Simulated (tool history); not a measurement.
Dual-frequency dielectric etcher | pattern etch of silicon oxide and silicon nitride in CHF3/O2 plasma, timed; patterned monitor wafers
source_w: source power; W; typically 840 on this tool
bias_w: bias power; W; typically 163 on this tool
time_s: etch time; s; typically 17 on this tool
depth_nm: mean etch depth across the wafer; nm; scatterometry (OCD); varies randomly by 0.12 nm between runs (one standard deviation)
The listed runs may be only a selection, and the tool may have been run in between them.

run,day,source_w,bias_w,time_s,wafers since the last listed run,hours since the last wet clean,hours since the last source power generator calibration,hours since the last bias power generator calibration,hours since the last upper electrode change,hours since the gauge calibration,"read-back reference wafer on the same gauge, depth_nm",depth_nm
1,0,840,163,17,0,0.5,536.1,2943.5,4433.2,61.1,29.29,26.35
2,2.304,840,163,17,588,55.8,591.4,2998.8,4488.5,116.4,29.31,26.31
3,6.042,840,163,17,955,145.5,681.1,3088.5,4578.2,206.1,29.3,26.31
4,9.217,840,163,17,811,221.7,757.3,3164.7,4654.4,282.3,29.32,26.16
5,13.479,840,163,17,1089,324,859.6,3267,4756.7,384.6,29.29,26.09
6,16.95,840,163,17,886,407.3,942.9,3350.3,4840,467.9,29.3,25.89
7,19.046,840,163,17,535,457.6,993.2,3400.6,4890.3,518.2,29.28,25.91
8,22.512,840,163,17,885,540.8,1076.4,3483.8,4973.5,601.4,29.3,25.64
# day 25: wet clean of the chamber
9,25.021,840,163,17,385,0.5,1136.6,3544,5033.7,661.6,29.29,26.57
10,28.179,840,163,17,807,76.3,1212.4,3619.8,5109.5,737.4,29.31,26.24
11,30.15,840,163,17,503,123.6,1259.7,3667.1,5156.8,784.7,29.31,26.24
12,33.383,840,163,17,826,201.2,1337.3,3744.7,5234.4,862.3,29.27,26.03
# day 36.396: bias power generator calibrated
13,36.575,960,163,17,773,277.8,1413.9,4.3,5311,938.9,29.26,27.41
14,41.071,840,163,17,1148,385.7,1521.8,112.2,5418.9,1046.8,29.31,25.61
# day 42.229: source power generator calibrated
15,43.004,700,163,15.5,451,432.1,18.6,158.6,5465.3,1093.2,29.3,20.97
16,46.35,840,130,17,855,512.4,98.9,238.9,5545.6,1173.5,29.28,24.1
# day 47.917: gauge calibrated
17,48.079,840,163,21.5,441,553.9,140.4,280.4,5587.1,3.9,29.32,31.55
# day 50.267: upper electrode replaced
# day 51.017: wet clean of the chamber
18,51.038,840,163,17,309,0.5,211.4,351.4,18.5,74.9,29.29,26.34
19,52.471,840,187,17,366,34.9,245.8,385.8,52.9,109.3,29.29,27.34
20,55.408,840,163,17,750,105.4,316.3,456.3,123.4,179.8,29.28,26.12
21,59.804,840,163,17,1123,210.9,421.8,561.8,228.9,285.3,29.29,26.03
22,62.054,840,163,13,574,264.9,475.8,615.8,282.9,339.3,29.34,19.84
23,66.412,770,131,15,1113,369.5,580.4,720.4,387.5,443.9,29.32,20.55
24,69.388,940,199,14.5,760,440.9,651.8,791.8,458.9,515.3,29.3,24.42
25,71.792,660,163,17,614,498.6,709.5,849.5,516.6,573,29.3,22.79
26,74.188,760,163,18.5,612,556.1,767,907,574.1,630.5,29.33,26.4
# day 78.925: wet clean of the chamber
27,78.946,1000,163,17,960,0.5,881.2,1021.2,688.3,744.7,29.31,28.69
28,80.346,970,163,13.5,357,34.1,914.8,1054.8,721.9,778.3,29.3,22.25
29,84.633,710,192,15.5,1095,137,1017.7,1157.7,824.8,881.2,29.29,22.72
30,86.188,630,163,18.5,397,174.3,1055,1195,862.1,918.5,29.3,24.55

Below are 3 alternative next runs, each starting from the tool's condition after run 30. Predict each:
A,86.204,840,163,17,4,174.7,1055.4,1195.4,862.5,918.9,?,?
B,86.204,910,185,20,4,174.7,1055.4,1195.4,862.5,918.9,?,?
C,86.204,840,203,12,4,174.7,1055.4,1195.4,862.5,918.9,?,?

run,"read-back reference wafer on the same gauge, depth_nm",depth_nm
A,29.31,26.04
B,29.31,32.79
C,29.31,19.37
Without the tool's hidden state the same runs would have given:
run,depth_nm
A,26.08
B,32.85
C,19.41

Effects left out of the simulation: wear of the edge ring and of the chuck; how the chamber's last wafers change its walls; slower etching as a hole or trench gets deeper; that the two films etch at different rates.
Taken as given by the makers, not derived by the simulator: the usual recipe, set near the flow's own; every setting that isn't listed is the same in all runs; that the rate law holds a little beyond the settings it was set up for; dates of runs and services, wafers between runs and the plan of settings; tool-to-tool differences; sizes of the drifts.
